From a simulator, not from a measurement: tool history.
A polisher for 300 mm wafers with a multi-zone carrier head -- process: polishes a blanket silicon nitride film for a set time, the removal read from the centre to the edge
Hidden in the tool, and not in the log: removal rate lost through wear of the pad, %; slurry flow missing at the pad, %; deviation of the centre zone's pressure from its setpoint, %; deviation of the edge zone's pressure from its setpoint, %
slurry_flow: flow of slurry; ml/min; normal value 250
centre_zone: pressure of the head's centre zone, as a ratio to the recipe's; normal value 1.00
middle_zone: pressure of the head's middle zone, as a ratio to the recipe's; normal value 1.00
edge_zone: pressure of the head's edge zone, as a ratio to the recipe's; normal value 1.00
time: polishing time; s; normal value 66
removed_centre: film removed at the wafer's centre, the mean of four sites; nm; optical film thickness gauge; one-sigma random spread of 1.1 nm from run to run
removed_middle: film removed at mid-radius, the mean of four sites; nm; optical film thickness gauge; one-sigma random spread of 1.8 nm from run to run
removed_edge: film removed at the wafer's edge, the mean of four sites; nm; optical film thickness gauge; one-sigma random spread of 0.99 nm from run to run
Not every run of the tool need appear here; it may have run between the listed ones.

run,hour,slurry_flow,centre_zone,middle_zone,edge_zone,time,wafers since the last listed run,wafers polished on this pad,hours since the slurry nozzle was cleaned,hours since the centre zone pressure was calibrated,hours since the edge zone pressure was calibrated,hours since the carrier head's membrane was replaced,"incoming thickness of the incoming film, nm",removed_centre,removed_middle,removed_edge
1,0.0,250,1.00,1.00,1.00,66,0,471,203.1,479.4,171.0,1318.0,415.8,143.6,142.8,145.1
2,29.2,250,1.00,1.00,1.00,66,243,715,232.3,508.6,200.2,1347.2,412.0,142.0,143.3,145.1
3,46.2,250,1.00,1.00,1.00,57,142,857,249.3,525.6,217.2,1364.2,410.4,124.0,122.9,125.8
4,58.5,250,1.00,1.08,1.00,66,102,959,261.6,537.9,229.5,1376.5,403.5,145.5,153.4,145.2
# hour 75.3: worn pad replaced by a new one
5,81.7,250,1.00,1.00,0.91,66,160,53,284.8,561.1,252.7,1399.7,407.1,144.6,145.8,136.9
6,109.0,250,1.03,1.00,1.00,66,228,281,312.1,588.4,280.0,1427.0,403.7,147.0,145.3,144.5
# hour 139.9: carrier head's membrane replaced by a new one
7,143.3,190,0.95,1.00,0.90,58,244,526,346.4,622.7,314.3,3.4,404.7,115.5,124.0,118.8
8,160.6,330,0.92,1.00,1.00,66,144,670,363.7,640.0,331.6,20.7,410.9,135.1,146.1,148.1
# hour 176.6: edge zone pressure recalibrated
9,177.7,200,1.04,1.00,1.00,66,126,796,380.8,657.1,1.1,37.8,411.4,146.8,140.9,142.1
# hour 199.4: centre zone pressure recalibrated
# hour 206.1: worn pad replaced by a new one
10,212.7,325,1.00,0.94,1.06,88,242,55,415.8,13.3,36.1,72.8,413.7,197.4,183.3,200.0
11,227.7,250,1.00,1.00,1.00,66,125,180,430.8,28.3,51.1,87.8,404.0,141.3,144.2,142.5
# hour 247.5: slurry nozzle cleaned
12,262.8,210,1.00,1.00,1.00,89,284,465,15.3,63.4,86.2,122.9,411.0,182.8,186.9,190.7
13,276.7,165,1.00,1.09,0.91,77,116,581,29.2,77.3,100.1,136.8,406.1,157.0,167.2,152.8
14,310.8,250,0.96,1.00,1.04,66,284,866,63.3,111.4,134.2,170.9,416.1,133.3,139.2,144.0
15,328.0,340,1.00,1.00,1.00,85,143,1010,80.5,128.6,151.4,188.1,404.3,185.0,181.6,184.6
# hour 338.4: worn pad replaced by a new one
16,344.2,250,1.00,1.00,1.00,49,101,48,96.7,144.8,167.6,204.3,411.0,103.6,104.4,104.5
17,359.4,250,1.04,1.08,1.00,66,127,175,111.9,160.0,182.8,219.5,403.0,142.8,147.6,140.7
# hour 378.1: slurry nozzle cleaned, repeated, since the last time left the tool worse
18,378.6,295,0.97,1.00,1.00,45,152,327,0.5,179.2,202.0,238.7,410.3,97.4,98.5,100.6
19,392.2,310,0.93,1.10,1.03,66,113,441,14.1,192.8,215.6,252.3,418.6,138.3,161.9,150.7
20,420.7,250,1.00,0.95,1.09,88,238,679,42.6,221.3,244.1,280.8,414.2,194.0,185.5,202.2
21,433.6,250,1.00,1.00,1.05,66,107,786,55.5,234.2,257.0,293.7,406.1,146.2,144.2,149.4
22,461.6,250,1.00,1.00,1.00,66,233,1020,83.5,262.2,285.0,321.7,413.7,146.3,145.9,147.1

Exercise: give the hidden state of the tool at every run:
removal rate lost through wear of the pad, %: 0 in every run
deviation of the centre zone's pressure from its setpoint, %: 0 in every run
deviation of the edge zone's pressure from its setpoint, %: 0 in every run
H1: slurry flow missing at the pad, %
run,H1
1,12.9
2,14.7
3,15.8
4,16.5
5,18
6,19.7
7,21.8
8,22.9
9,24
10,26.2
11,27.1
12,44.9
13,45.8
14,47.9
15,49
16,50
17,51
18,4.4
19,5.25
20,7.03
21,7.83
22,9.58

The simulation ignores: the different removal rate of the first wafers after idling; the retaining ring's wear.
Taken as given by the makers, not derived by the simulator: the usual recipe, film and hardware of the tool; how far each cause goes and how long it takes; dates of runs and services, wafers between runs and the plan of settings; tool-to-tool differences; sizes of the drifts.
